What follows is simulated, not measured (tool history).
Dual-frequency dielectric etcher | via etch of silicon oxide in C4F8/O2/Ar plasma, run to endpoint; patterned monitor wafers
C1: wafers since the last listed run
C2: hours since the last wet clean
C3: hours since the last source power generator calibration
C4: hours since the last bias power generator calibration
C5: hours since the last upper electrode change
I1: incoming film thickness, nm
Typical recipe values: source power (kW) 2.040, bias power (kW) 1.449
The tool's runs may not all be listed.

{"run": 1, "hour": 0.0, "source power (kW)": 2.04, "bias power (kW)": 1.684, "C1": 0, "C2": 374.4, "C3": 4574.6, "C4": 4672.9, "C5": 3896.5, "I1": 1225.9, "endpoint time (s)": 276.6}
{"run": 2, "hour": 12.2, "source power (kW)": 2.04, "bias power (kW)": 1.684, "C1": 91, "C2": 386.6, "C3": 4586.8, "C4": 4685.1, "C5": 3908.7, "I1": 1210.1, "endpoint time (s)": 274.8}
{"run": 3, "hour": 26.5, "source power (kW)": 2.04, "bias power (kW)": 1.233, "C1": 107, "C2": 400.9, "C3": 4601.1, "C4": 4699.4, "C5": 3923.0, "I1": 1206.0, "endpoint time (s)": 290.8}
{"run": 4, "hour": 36.9, "source power (kW)": 2.04, "bias power (kW)": 1.233, "C1": 78, "C2": 411.3, "C3": 4611.5, "C4": 4709.8, "C5": 3933.4, "I1": 1213.9, "endpoint time (s)": 292.3}
{"run": 5, "hour": 47.4, "source power (kW)": 2.04, "bias power (kW)": 1.449, "C1": 79, "C2": 421.8, "C3": 4622.0, "C4": 4720.3, "C5": 3943.9, "I1": 1203.4, "endpoint time (s)": 281.3}
{"run": 6, "hour": 56.9, "source power (kW)": 2.04, "bias power (kW)": 1.449, "C1": 71, "C2": 431.3, "C3": 4631.5, "C4": 4729.8, "C5": 3953.4, "I1": 1208.0, "endpoint time (s)": 282.7}
{"run": 7, "hour": 80.4, "source power (kW)": 2.04, "bias power (kW)": 1.449, "C1": 176, "C2": 454.8, "C3": 4655.0, "C4": 4753.3, "C5": 3976.9, "I1": 1195.7, "endpoint time (s)": 282.3}
{"hour": 107.7, "done": "upper electrode replaced"}
{"hour": 113.1, "done": "bias power generator calibrated"}
{"hour": 114.8, "done": "wet clean of the chamber"}
{"run": 8, "hour": 115.3, "source power (kW)": 2.04, "bias power (kW)": 1.538, "C1": 38, "C2": 0.5, "C3": 4689.9, "C4": 2.2, "C5": 7.6, "I1": 1211.3, "endpoint time (s)": 268.7}
{"run": 9, "hour": 115.7, "source power (kW)": 2.04, "bias power (kW)": 1.449, "C1": 3, "C2": 0.9, "C3": 4690.3, "C4": 2.6, "C5": 8.0, "I1": 1200.6, "endpoint time (s)": 270.1}
{"run": 10, "hour": 116.1, "source power (kW)": 2.04, "bias power (kW)": 1.449, "C1": 3, "C2": 1.3, "C3": 4690.7, "C4": 3.0, "C5": 8.4, "I1": 1209.0, "endpoint time (s)": 271.5}
{"hour": 123.1, "done": "source power generator calibrated"}
{"run": 11, "hour": 144.7, "source power (kW)": 2.04, "bias power (kW)": 1.449, "C1": 185, "C2": 29.9, "C3": 21.6, "C4": 31.6, "C5": 37.0, "I1": 1201.3, "endpoint time (s)": 270.6}
{"run": 12, "hour": 151.9, "source power (kW)": 2.04, "bias power (kW)": 1.449, "C1": 54, "C2": 37.1, "C3": 28.8, "C4": 38.8, "C5": 44.2, "I1": 1199.3, "endpoint time (s)": 269.1}
{"run": 13, "hour": 169.2, "source power (kW)": 2.35, "bias power (kW)": 1.607, "C1": 130, "C2": 54.4, "C3": 46.1, "C4": 56.1, "C5": 61.5, "I1": 1226.0, "endpoint time (s)": 260.7}
{"run": 14, "hour": 177.6, "source power (kW)": 2.04, "bias power (kW)": 1.449, "C1": 63, "C2": 62.8, "C3": 54.5, "C4": 64.5, "C5": 69.9, "I1": 1212.0, "endpoint time (s)": 272.6}
{"run": 15, "hour": 188.6, "source power (kW)": 2.4, "bias power (kW)": 1.164, "C1": 82, "C2": 73.8, "C3": 65.5, "C4": 75.5, "C5": 80.9, "I1": 1220.1, "endpoint time (s)": 269.1}
{"run": 16, "hour": 197.2, "source power (kW)": 2.04, "bias power (kW)": 1.449, "C1": 64, "C2": 82.4, "C3": 74.1, "C4": 84.1, "C5": 89.5, "I1": 1218.3, "endpoint time (s)": 275.2}
{"run": 17, "hour": 210.3, "source power (kW)": 2.04, "bias power (kW)": 1.742, "C1": 98, "C2": 95.5, "C3": 87.2, "C4": 97.2, "C5": 102.6, "I1": 1222.0, "endpoint time (s)": 266.1}
{"run": 18, "hour": 226.2, "source power (kW)": 2.04, "bias power (kW)": 1.594, "C1": 119, "C2": 111.4, "C3": 103.1, "C4": 113.1, "C5": 118.5, "I1": 1220.7, "endpoint time (s)": 272.3}
{"run": 19, "hour": 238.7, "source power (kW)": 2.31, "bias power (kW)": 1.327, "C1": 94, "C2": 123.9, "C3": 115.6, "C4": 125.6, "C5": 131.0, "I1": 1205.0, "endpoint time (s)": 265.4}
{"run": 20, "hour": 248.1, "source power (kW)": 2.04, "bias power (kW)": 1.21, "C1": 70, "C2": 133.3, "C3": 125.0, "C4": 135.0, "C5": 140.4, "I1": 1225.9, "endpoint time (s)": 287.2}
{"run": 21, "hour": 256.5, "source power (kW)": 1.71, "bias power (kW)": 1.632, "C1": 63, "C2": 141.7, "C3": 133.4, "C4": 143.4, "C5": 148.8, "I1": 1214.4, "endpoint time (s)": 288.1}
{"run": 22, "hour": 271.7, "source power (kW)": 2.5, "bias power (kW)": 1.284, "C1": 114, "C2": 156.9, "C3": 148.6, "C4": 158.6, "C5": 164.0, "I1": 1206.5, "endpoint time (s)": 263.1}
{"run": 23, "hour": 284.8, "source power (kW)": 2.32, "bias power (kW)": 1.794, "C1": 98, "C2": 170.0, "C3": 161.7, "C4": 171.7, "C5": 177.1, "I1": 1207.5, "endpoint time (s)": 254.4}
{"run": 24, "hour": 292.1, "source power (kW)": 2.35, "bias power (kW)": 1.316, "C1": 54, "C2": 177.3, "C3": 169.0, "C4": 179.0, "C5": 184.4, "I1": 1207.2, "endpoint time (s)": 268.3}

Run-by-run hidden state of the tool:
source power that arrives over what is set, %: 0 at every run
bias power that arrives over what is set, %: 0 at every run
H1: etch rate over this chamber's usual, %
run=1 H1=-3.93
run=2 H1=-4.07
run=3 H1=-4.24
run=4 H1=-4.36
run=5 H1=-4.48
run=6 H1=-4.59
run=7 H1=-4.87
run=8 H1=-0.0759
run=9 H1=-0.0806
run=10 H1=-0.0853
run=11 H1=-0.42
run=12 H1=-0.504
run=13 H1=-0.706
run=14 H1=-0.804
run=15 H1=-0.933
run=16 H1=-1.03
run=17 H1=-1.19
run=18 H1=-1.37
run=19 H1=-1.52
run=20 H1=-1.63
run=21 H1=-1.73
run=22 H1=-1.9
run=23 H1=-2.06
run=24 H1=-2.14

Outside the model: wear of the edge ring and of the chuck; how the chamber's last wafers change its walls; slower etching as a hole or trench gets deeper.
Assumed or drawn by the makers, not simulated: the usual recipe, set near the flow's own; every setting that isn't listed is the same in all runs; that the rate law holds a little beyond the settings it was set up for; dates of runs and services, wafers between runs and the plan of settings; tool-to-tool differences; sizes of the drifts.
